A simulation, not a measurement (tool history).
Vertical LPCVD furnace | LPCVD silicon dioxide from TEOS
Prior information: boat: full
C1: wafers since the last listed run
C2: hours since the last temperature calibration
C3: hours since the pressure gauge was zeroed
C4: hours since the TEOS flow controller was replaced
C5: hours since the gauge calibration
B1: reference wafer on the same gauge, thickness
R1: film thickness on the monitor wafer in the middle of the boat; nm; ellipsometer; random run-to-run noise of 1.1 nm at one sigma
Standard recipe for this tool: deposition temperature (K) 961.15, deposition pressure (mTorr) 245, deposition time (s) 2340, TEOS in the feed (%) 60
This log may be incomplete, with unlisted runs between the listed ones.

run 1 day=0 | deposition_temperature_(K)=961.15 deposition_pressure_(mTorr)=245 deposition_time_(s)=2340 TEOS_in_the_feed_(%)=60 | C1=0 C2=2074.3 C3=1689.4 C4=1760.5 C5=432.6 | B1=167.7 | R1=191.77
run 2 day=1.25 | deposition_temperature_(K)=961.15 deposition_pressure_(mTorr)=245 deposition_time_(s)=2340 TEOS_in_the_feed_(%)=60 | C1=430 C2=2104.3 C3=1719.4 C4=1790.5 C5=462.6 | B1=168.09 | R1=190.14
run 3 day=2.158 | deposition_temperature_(K)=961.15 deposition_pressure_(mTorr)=245 deposition_time_(s)=3000 TEOS_in_the_feed_(%)=54 | C1=312 C2=2126.1 C3=1741.2 C4=1812.3 C5=484.4 | B1=167.84 | R1=232.92
run 4 day=2.754 | deposition_temperature_(K)=961.15 deposition_pressure_(mTorr)=245 deposition_time_(s)=2580 TEOS_in_the_feed_(%)=60 | C1=205 C2=2140.4 C3=1755.5 C4=1826.6 C5=498.7 | B1=168.26 | R1=209.07
run 5 day=3.696 | deposition_temperature_(K)=961.15 deposition_pressure_(mTorr)=245 deposition_time_(s)=2580 TEOS_in_the_feed_(%)=60 | C1=323 C2=2163 C3=1778.1 C4=1849.2 C5=521.3 | B1=167.98 | R1=209.39
run 6 day=4.638 | deposition_temperature_(K)=961.15 deposition_pressure_(mTorr)=245 deposition_time_(s)=2580 TEOS_in_the_feed_(%)=60 | C1=323 C2=2185.6 C3=1800.7 C4=1871.8 C5=543.9 | B1=168.13 | R1=210.67
run 7 day=5.704 | deposition_temperature_(K)=961.15 deposition_pressure_(mTorr)=225 deposition_time_(s)=2340 TEOS_in_the_feed_(%)=60 | C1=366 C2=2211.2 C3=1826.3 C4=1897.4 C5=569.5 | B1=168.02 | R1=182.54
-- day=6.233 gauge calibrated
run 8 day=6.25 | deposition_temperature_(K)=961.15 deposition_pressure_(mTorr)=225 deposition_time_(s)=2340 TEOS_in_the_feed_(%)=60 | C1=187 C2=2224.3 C3=1839.4 C4=1910.5 C5=0.4 | B1=168.35 | R1=182.99
run 9 day=7.542 | deposition_temperature_(K)=961.15 deposition_pressure_(mTorr)=225 deposition_time_(s)=2340 TEOS_in_the_feed_(%)=60 | C1=444 C2=2255.3 C3=1870.4 C4=1941.5 C5=31.4 | B1=168.01 | R1=184.39
run 10 day=8.667 | deposition_temperature_(K)=961.15 deposition_pressure_(mTorr)=270 deposition_time_(s)=2340 TEOS_in_the_feed_(%)=60 | C1=387 C2=2282.3 C3=1897.4 C4=1968.5 C5=58.4 | B1=167.66 | R1=200.07
-- day=10.158 pressure gauge zeroed
run 11 day=10.179 | deposition_temperature_(K)=961.15 deposition_pressure_(mTorr)=270 deposition_time_(s)=2340 TEOS_in_the_feed_(%)=60 | C1=176 C2=2318.6 C3=0.5 C4=2004.8 C5=94.7 | B1=167.76 | R1=199.66
run 12 day=10.521 | deposition_temperature_(K)=961.15 deposition_pressure_(mTorr)=245 deposition_time_(s)=2580 TEOS_in_the_feed_(%)=60 | C1=117 C2=2326.8 C3=8.7 C4=2013 C5=102.9 | B1=168 | R1=210.62
run 13 day=11.033 | deposition_temperature_(K)=968.15 deposition_pressure_(mTorr)=245 deposition_time_(s)=2940 TEOS_in_the_feed_(%)=60 | C1=176 C2=2339.1 C3=21 C4=2025.3 C5=115.2 | B1=167.86 | R1=283.96
run 14 day=11.588 | deposition_temperature_(K)=954.15 deposition_pressure_(mTorr)=245 deposition_time_(s)=1650 TEOS_in_the_feed_(%)=50 | C1=190 C2=2352.4 C3=34.3 C4=2038.6 C5=128.5 | B1=167.92 | R1=104.38
-- day=13.358 TEOS flow controller replaced
-- day=14.229 thermocouples replaced and temperature profile calibrated
run 15 day=14.25 | deposition_temperature_(K)=961.15 deposition_pressure_(mTorr)=215 deposition_time_(s)=2340 TEOS_in_the_feed_(%)=60 | C1=272 C2=0.5 C3=98.2 C4=21.4 C5=192.4 | B1=167.84 | R1=179.29
run 16 day=14.417 | deposition_temperature_(K)=969.15 deposition_pressure_(mTorr)=265 deposition_time_(s)=1770 TEOS_in_the_feed_(%)=50 | C1=57 C2=4.5 C3=102.2 C4=25.4 C5=196.4 | B1=167.85 | R1=166.78
run 17 day=14.579 | deposition_temperature_(K)=954.15 deposition_pressure_(mTorr)=225 deposition_time_(s)=2910 TEOS_in_the_feed_(%)=64 | C1=55 C2=8.4 C3=106.1 C4=29.3 C5=200.3 | B1=168.15 | R1=196.41
run 18 day=15.258 | deposition_temperature_(K)=961.15 deposition_pressure_(mTorr)=245 deposition_time_(s)=2340 TEOS_in_the_feed_(%)=60 | C1=233 C2=24.7 C3=122.4 C4=45.6 C5=216.6 | B1=167.68 | R1=189.63
run 19 day=15.925 | deposition_temperature_(K)=961.15 deposition_pressure_(mTorr)=245 deposition_time_(s)=2910 TEOS_in_the_feed_(%)=60 | C1=229 C2=40.7 C3=138.4 C4=61.6 C5=232.6 | B1=167.7 | R1=236.48
run 20 day=17.096 | deposition_temperature_(K)=961.15 deposition_pressure_(mTorr)=245 deposition_time_(s)=2340 TEOS_in_the_feed_(%)=60 | C1=402 C2=68.8 C3=166.5 C4=89.7 C5=260.7 | B1=168.01 | R1=189.78
run 21 day=18.588 | deposition_temperature_(K)=967.15 deposition_pressure_(mTorr)=290 deposition_time_(s)=2340 TEOS_in_the_feed_(%)=60 | C1=513 C2=104.6 C3=202.3 C4=125.5 C5=296.5 | B1=167.87 | R1=237.11
run 22 day=19.738 | deposition_temperature_(K)=968.15 deposition_pressure_(mTorr)=245 deposition_time_(s)=2940 TEOS_in_the_feed_(%)=60 | C1=395 C2=132.2 C3=229.9 C4=153.1 C5=324.1 | B1=167.59 | R1=283.48

Each row is a separate what-if for the run after 22, all from the same tool condition, not one after another. Results?
run A day=19.904 | deposition_temperature_(K)=961.15 deposition_pressure_(mTorr)=245 deposition_time_(s)=2340 TEOS_in_the_feed_(%)=60 | C1=57 C2=136.2 C3=233.9 C4=157.1 C5=328.1 | B1=? | R1=?
run B day=19.904 | deposition_temperature_(K)=961.15 deposition_pressure_(mTorr)=245 deposition_time_(s)=2340 TEOS_in_the_feed_(%)=48 | C1=57 C2=136.2 C3=233.9 C4=157.1 C5=328.1 | B1=? | R1=?
run C day=19.904 | deposition_temperature_(K)=957.15 deposition_pressure_(mTorr)=285 deposition_time_(s)=1860 TEOS_in_the_feed_(%)=65 | C1=57 C2=136.2 C3=233.9 C4=157.1 C5=328.1 | B1=? | R1=?
run D day=19.904 | deposition_temperature_(K)=961.15 deposition_pressure_(mTorr)=190 deposition_time_(s)=2340 TEOS_in_the_feed_(%)=60 | C1=57 C2=136.2 C3=233.9 C4=157.1 C5=328.1 | B1=? | R1=?
run E day=19.904 | deposition_temperature_(K)=969.15 deposition_pressure_(mTorr)=280 deposition_time_(s)=1440 TEOS_in_the_feed_(%)=52 | C1=57 C2=136.2 C3=233.9 C4=157.1 C5=328.1 | B1=? | R1=?

run=A B1=168 R1=189.91
run=B B1=168 R1=169.86
run=C B1=168 R1=153.98
run=D B1=168 R1=167.24
run=E B1=168 R1=140.54
Had the tool no hidden state, the same runs would have come out as:
run=A R1=189.91
run=B R1=169.86
run=C R1=153.98
run=D R1=167.24
run=E R1=140.54
